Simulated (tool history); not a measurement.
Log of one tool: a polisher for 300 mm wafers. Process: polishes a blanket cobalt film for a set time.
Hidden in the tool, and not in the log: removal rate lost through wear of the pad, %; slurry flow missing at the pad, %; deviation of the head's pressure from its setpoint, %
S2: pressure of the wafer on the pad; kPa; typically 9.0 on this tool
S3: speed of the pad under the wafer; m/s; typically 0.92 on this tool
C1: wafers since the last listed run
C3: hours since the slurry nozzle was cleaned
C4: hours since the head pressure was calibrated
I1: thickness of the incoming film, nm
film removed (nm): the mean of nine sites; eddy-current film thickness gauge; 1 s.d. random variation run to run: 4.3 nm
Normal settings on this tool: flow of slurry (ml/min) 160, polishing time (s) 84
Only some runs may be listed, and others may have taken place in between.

{"run": 1, "hour": 0.0, "flow of slurry (ml/min)": 160, "S2": 9.0, "S3": 0.92, "polishing time (s)": 84, "C1": 0, "wafers polished on this pad": 4813, "C3": 440.1, "C4": 701.9, "I1": 735.2, "film removed (nm)": 296.1}
{"hour": 76.8, "done": "head pressure recalibrated"}
{"run": 2, "hour": 104.2, "flow of slurry (ml/min)": 160, "S2": 9.0, "S3": 0.92, "polishing time (s)": 84, "C1": 762, "wafers polished on this pad": 5575, "C3": 544.3, "C4": 27.4, "I1": 707.3, "film removed (nm)": 302.1}
{"hour": 118.8, "done": "worn pad replaced by a new one"}
{"run": 3, "hour": 259.0, "flow of slurry (ml/min)": 160, "S2": 9.0, "S3": 0.92, "polishing time (s)": 84, "C1": 1124, "wafers polished on this pad": 1045, "C3": 699.1, "C4": 182.2, "I1": 723.9, "film removed (nm)": 306.4}
{"run": 4, "hour": 328.6, "flow of slurry (ml/min)": 160, "S2": 9.0, "S3": 0.92, "polishing time (s)": 84, "C1": 518, "wafers polished on this pad": 1564, "C3": 768.7, "C4": 251.8, "I1": 723.0, "film removed (nm)": 297.4}
{"run": 5, "hour": 375.5, "flow of slurry (ml/min)": 160, "S2": 9.0, "S3": 0.92, "polishing time (s)": 84, "C1": 349, "wafers polished on this pad": 1913, "C3": 815.6, "C4": 298.7, "I1": 717.6, "film removed (nm)": 297.9}
{"hour": 443.4, "done": "slurry nozzle cleaned"}
{"run": 6, "hour": 472.7, "flow of slurry (ml/min)": 160, "S2": 9.0, "S3": 0.92, "polishing time (s)": 84, "C1": 717, "wafers polished on this pad": 2631, "C3": 29.3, "C4": 395.9, "I1": 725.3, "film removed (nm)": 300.8}
{"run": 7, "hour": 751.0, "flow of slurry (ml/min)": 160, "S2": 9.0, "S3": 0.92, "polishing time (s)": 84, "C1": 2075, "wafers polished on this pad": 4706, "C3": 307.6, "C4": 674.2, "I1": 721.8, "film removed (nm)": 297.0}
{"hour": 827.5, "done": "head pressure recalibrated"}
{"hour": 844.0, "done": "worn pad replaced by a new one"}
{"run": 8, "hour": 990.5, "flow of slurry (ml/min)": 160, "S2": 9.0, "S3": 0.92, "polishing time (s)": 84, "C1": 1741, "wafers polished on this pad": 1092, "C3": 547.1, "C4": 163.0, "I1": 721.8, "film removed (nm)": 299.0}
{"run": 9, "hour": 1050.0, "flow of slurry (ml/min)": 160, "S2": 9.0, "S3": 0.92, "polishing time (s)": 84, "C1": 443, "wafers polished on this pad": 1536, "C3": 606.6, "C4": 222.5, "I1": 729.6, "film removed (nm)": 301.7}
{"run": 10, "hour": 1229.9, "flow of slurry (ml/min)": 160, "S2": 9.0, "S3": 0.92, "polishing time (s)": 84, "C1": 1341, "wafers polished on this pad": 2877, "C3": 786.5, "C4": 402.4, "I1": 717.6, "film removed (nm)": 301.8}
{"run": 11, "hour": 1306.7, "flow of slurry (ml/min)": 160, "S2": 9.0, "S3": 0.92, "polishing time (s)": 84, "C1": 572, "wafers polished on this pad": 3450, "C3": 863.3, "C4": 479.2, "I1": 732.6, "film removed (nm)": 294.7}
{"hour": 1360.2, "done": "slurry nozzle cleaned"}
{"run": 12, "hour": 1408.3, "flow of slurry (ml/min)": 160, "S2": 9.0, "S3": 0.92, "polishing time (s)": 84, "C1": 750, "wafers polished on this pad": 4200, "C3": 48.1, "C4": 580.8, "I1": 717.5, "film removed (nm)": 295.7}
{"run": 13, "hour": 1459.3, "flow of slurry (ml/min)": 160, "S2": 6.9, "S3": 0.7, "polishing time (s)": 84, "C1": 380, "wafers polished on this pad": 4580, "C3": 99.1, "C4": 631.8, "I1": 716.4, "film removed (nm)": 187.6}
{"run": 14, "hour": 1534.5, "flow of slurry (ml/min)": 160, "S2": 6.9, "S3": 0.7, "polishing time (s)": 84, "C1": 560, "wafers polished on this pad": 5141, "C3": 174.3, "C4": 707.0, "I1": 716.8, "film removed (nm)": 181.6}
{"hour": 1560.3, "done": "worn pad replaced by a new one"}
{"hour": 1606.2, "done": "head pressure recalibrated"}
{"run": 15, "hour": 1618.5, "flow of slurry (ml/min)": 160, "S2": 9.0, "S3": 0.92, "polishing time (s)": 84, "C1": 581, "wafers polished on this pad": 419, "C3": 258.3, "C4": 12.3, "I1": 727.5, "film removed (nm)": 297.4}
{"run": 16, "hour": 1674.1, "flow of slurry (ml/min)": 210, "S2": 8.3, "S3": 1.02, "polishing time (s)": 61, "C1": 414, "wafers polished on this pad": 833, "C3": 313.9, "C4": 67.9, "I1": 725.9, "film removed (nm)": 230.2}
{"run": 17, "hour": 1720.4, "flow of slurry (ml/min)": 160, "S2": 11.0, "S3": 0.92, "polishing time (s)": 100, "C1": 345, "wafers polished on this pad": 1178, "C3": 360.2, "C4": 114.2, "I1": 720.4, "film removed (nm)": 448.9}
{"run": 18, "hour": 1993.3, "flow of slurry (ml/min)": 175, "S2": 6.9, "S3": 0.62, "polishing time (s)": 109, "C1": 2034, "wafers polished on this pad": 3213, "C3": 633.1, "C4": 387.1, "I1": 717.8, "film removed (nm)": 210.8}
{"run": 19, "hour": 2046.0, "flow of slurry (ml/min)": 160, "S2": 9.0, "S3": 0.92, "polishing time (s)": 84, "C1": 392, "wafers polished on this pad": 3606, "C3": 685.8, "C4": 439.8, "I1": 715.7, "film removed (nm)": 294.3}
{"hour": 2224.0, "done": "slurry nozzle cleaned"}
{"run": 20, "hour": 2302.3, "flow of slurry (ml/min)": 115, "S2": 9.0, "S3": 0.72, "polishing time (s)": 70, "C1": 1903, "wafers polished on this pad": 5510, "C3": 78.3, "C4": 696.1, "I1": 727.3, "film removed (nm)": 191.2}
{"run": 21, "hour": 2341.1, "flow of slurry (ml/min)": 160, "S2": 9.0, "S3": 0.92, "polishing time (s)": 105, "C1": 289, "wafers polished on this pad": 5799, "C3": 117.1, "C4": 734.9, "I1": 724.1, "film removed (nm)": 387.1}
{"hour": 2381.1, "done": "worn pad replaced by a new one"}
{"hour": 2396.4, "done": "head pressure recalibrated"}
{"run": 22, "hour": 2444.4, "flow of slurry (ml/min)": 160, "S2": 6.9, "S3": 0.7, "polishing time (s)": 84, "C1": 725, "wafers polished on this pad": 457, "C3": 220.4, "C4": 48.0, "I1": 720.4, "film removed (nm)": 176.0}
{"run": 23, "hour": 2539.0, "flow of slurry (ml/min)": 130, "S2": 11.0, "S3": 0.62, "polishing time (s)": 84, "C1": 705, "wafers polished on this pad": 1162, "C3": 315.0, "C4": 142.6, "I1": 731.3, "film removed (nm)": 255.1}
{"run": 24, "hour": 2607.2, "flow of slurry (ml/min)": 160, "S2": 9.0, "S3": 0.92, "polishing time (s)": 84, "C1": 508, "wafers polished on this pad": 1671, "C3": 383.2, "C4": 210.8, "I1": 718.9, "film removed (nm)": 303.8}
{"run": 25, "hour": 2682.5, "flow of slurry (ml/min)": 160, "S2": 9.0, "S3": 0.92, "polishing time (s)": 84, "C1": 561, "wafers polished on this pad": 2232, "C3": 458.5, "C4": 286.1, "I1": 727.7, "film removed (nm)": 295.8}
{"run": 26, "hour": 2778.3, "flow of slurry (ml/min)": 160, "S2": 6.2, "S3": 0.64, "polishing time (s)": 62, "C1": 714, "wafers polished on this pad": 2947, "C3": 554.3, "C4": 381.9, "I1": 719.6, "film removed (nm)": 109.1}
{"run": 27, "hour": 2827.1, "flow of slurry (ml/min)": 160, "S2": 9.0, "S3": 0.92, "polishing time (s)": 84, "C1": 363, "wafers polished on this pad": 3310, "C3": 603.1, "C4": 430.7, "I1": 724.2, "film removed (nm)": 300.9}
{"run": 28, "hour": 2915.0, "flow of slurry (ml/min)": 160, "S2": 9.0, "S3": 0.92, "polishing time (s)": 84, "C1": 655, "wafers polished on this pad": 3966, "C3": 691.0, "C4": 518.6, "I1": 727.2, "film removed (nm)": 297.8}
{"run": 29, "hour": 2956.4, "flow of slurry (ml/min)": 180, "S2": 11.7, "S3": 1.24, "polishing time (s)": 102, "C1": 308, "wafers polished on this pad": 4275, "C3": 732.4, "C4": 560.0, "I1": 708.5, "film removed (nm)": 634.2}
{"hour": 3025.9, "done": "slurry nozzle cleaned"}
{"run": 30, "hour": 3064.1, "flow of slurry (ml/min)": 145, "S2": 7.6, "S3": 0.78, "polishing time (s)": 84, "C1": 795, "wafers polished on this pad": 5070, "C3": 38.2, "C4": 667.7, "I1": 721.7, "film removed (nm)": 219.3}
{"hour": 3126.9, "done": "head pressure recalibrated"}
{"run": 31, "hour": 3127.2, "flow of slurry (ml/min)": 130, "S2": 11.0, "S3": 0.92, "polishing time (s)": 61, "C1": 455, "wafers polished on this pad": 5526, "C3": 101.3, "C4": 0.3, "I1": 726.2, "film removed (nm)": 262.6}
{"hour": 3140.3, "done": "worn pad replaced by a new one"}
{"run": 32, "hour": 3164.4, "flow of slurry (ml/min)": 190, "S2": 6.2, "S3": 0.72, "polishing time (s)": 59, "C1": 247, "wafers polished on this pad": 179, "C3": 138.5, "C4": 37.5, "I1": 715.3, "film removed (nm)": 119.1}
{"run": 33, "hour": 3206.9, "flow of slurry (ml/min)": 180, "S2": 9.0, "S3": 0.7, "polishing time (s)": 84, "C1": 316, "wafers polished on this pad": 496, "C3": 181.0, "C4": 80.0, "I1": 708.7, "film removed (nm)": 239.9}
{"run": 34, "hour": 3309.5, "flow of slurry (ml/min)": 140, "S2": 9.0, "S3": 0.92, "polishing time (s)": 111, "C1": 765, "wafers polished on this pad": 1261, "C3": 283.6, "C4": 182.6, "I1": 720.2, "film removed (nm)": 378.8}
{"run": 35, "hour": 3386.5, "flow of slurry (ml/min)": 160, "S2": 11.0, "S3": 0.92, "polishing time (s)": 84, "C1": 574, "wafers polished on this pad": 1835, "C3": 360.6, "C4": 259.6, "I1": 715.7, "film removed (nm)": 364.0}
{"run": 36, "hour": 3425.9, "flow of slurry (ml/min)": 160, "S2": 9.0, "S3": 0.92, "polishing time (s)": 84, "C1": 293, "wafers polished on this pad": 2129, "C3": 400.0, "C4": 299.0, "I1": 718.2, "film removed (nm)": 305.5}
{"run": 37, "hour": 3469.3, "flow of slurry (ml/min)": 160, "S2": 9.0, "S3": 0.92, "polishing time (s)": 84, "C1": 323, "wafers polished on this pad": 2453, "C3": 443.4, "C4": 342.4, "I1": 714.8, "film removed (nm)": 291.4}
{"run": 38, "hour": 3547.9, "flow of slurry (ml/min)": 125, "S2": 9.0, "S3": 1.12, "polishing time (s)": 105, "C1": 586, "wafers polished on this pad": 3039, "C3": 522.0, "C4": 421.0, "I1": 706.7, "film removed (nm)": 429.2}

Branching from run 38: 3 alternative next runs. What would each branch give?
{"run": "A", "hour": 3548.4, "flow of slurry (ml/min)": 160, "S2": 9.0, "S3": 0.92, "polishing time (s)": 84, "C1": 3, "wafers polished on this pad": 3042, "C3": 522.5, "C4": 421.5, "I1": 720.9, "film removed (nm)": "?"}
{"run": "B", "hour": 3548.4, "flow of slurry (ml/min)": 180, "S2": 6.9, "S3": 0.92, "polishing time (s)": 84, "C1": 3, "wafers polished on this pad": 3042, "C3": 522.5, "C4": 421.5, "I1": 720.9, "film removed (nm)": "?"}
{"run": "C", "hour": 3548.4, "flow of slurry (ml/min)": 205, "S2": 11.0, "S3": 0.92, "polishing time (s)": 98, "C1": 3, "wafers polished on this pad": 3042, "C3": 522.5, "C4": 421.5, "I1": 720.9, "film removed (nm)": "?"}

run=A film_removed_(nm)=296.1
run=B film_removed_(nm)=231.4
run=C film_removed_(nm)=439.0
With no hidden state in the tool, these same runs would have given:
run=A film_removed_(nm)=296.1
run=B film_removed_(nm)=231.4
run=C film_removed_(nm)=439.0
